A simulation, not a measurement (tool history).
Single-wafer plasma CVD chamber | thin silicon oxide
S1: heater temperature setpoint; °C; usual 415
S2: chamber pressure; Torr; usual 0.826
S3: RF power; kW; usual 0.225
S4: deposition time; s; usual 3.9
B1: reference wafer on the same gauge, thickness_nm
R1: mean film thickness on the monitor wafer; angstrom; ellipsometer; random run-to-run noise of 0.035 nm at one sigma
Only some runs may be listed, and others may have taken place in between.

run	hour	S1	S2	S3	S4	B1	R1
1	0	415	0.826	0.225	3.9	6.105	70.11
2	29.5	415	0.826	0.225	3.9	6.103	70.58
3	60	415	0.826	0.225	3.9	6.101	71.62
4	90.6	415	0.826	0.225	3.61	6.102	65.94
# hour 102.3: capacitance manometer re-zeroed and calibrated
# hour 112.5: gauge calibrated
5	121.1	415	0.826	0.225	3.61	6.106	61.33
6	155.2	415	0.826	0.225	3.9	6.1	66.73
7	169.6	415	0.826	0.225	3.9	6.103	66.35
8	194.8	415	0.826	0.225	3.9	6.112	65.6
9	208.3	415	0.826	0.225	3.9	6.101	65.95
10	227.4	415	0.826	0.225	3.9	6.097	66.68
11	239.6	415	0.826	0.225	3.9	6.104	66.03
# hour 249.8: RF generator calibrated
12	269.6	424	0.729	0.195	3.9	6.103	55.17
13	305.4	410	0.826	0.225	3.7	6.088	62.96
14	325.8	415	0.826	0.225	3.9	6.097	66.88
15	357.8	420	0.96	0.225	3.9	6.096	75.52
16	374.2	415	0.826	0.225	3.9	6.093	66.67
17	393.7	415	0.826	0.225	3.9	6.103	66.05
# hour 409.9: showerhead replaced
18	420.4	411	0.646	0.225	3.34	6.104	43.44
19	451.4	406	0.826	0.225	3.58	6.099	61.31
# hour 468.5: thermocouple changed; heater temperature recalibrated
20	469	415	0.621	0.225	3.65	6.101	45.41
21	487	415	0.826	0.225	3.41	6.102	58.45
22	516.9	415	0.984	0.195	4.46	6.094	84.36
23	551	420	1.015	0.245	4.54	6.098	94.71
24	577.9	415	1.014	0.225	3.9	6.1	79.22
25	596.6	415	0.826	0.18	3.9	6.098	61.85
26	609.4	415	0.826	0.225	3.9	6.101	66.94
27	626	415	0.826	0.225	3.9	6.1	66.87
# hour 647.9: gauge calibrated
28	661.1	423	0.826	0.225	4.12	6.099	69.87

Consider 5 possible next runs. They are alternatives, not a sequence: every one starts from the tool as it was left by run 28. What does each give?
A	661.5	415	0.75	0.225	3.9	?	?
B	661.5	408	1.025	0.225	3.9	?	?
C	661.5	406	0.826	0.225	3.49	?	?
D	661.5	415	0.826	0.225	3.31	?	?
E	661.5	429	0.895	0.225	3.49	?	?

run	B1	R1
A	6.104	60.48
B	6.104	80.54
C	6.104	60.1
D	6.104	56.7
E	6.104	63.78
Stripped of hidden state, with their random variation kept, the same runs would have yielded:
run	R1
A	60.15
B	80.26
C	59.83
D	56.45
E	63.5
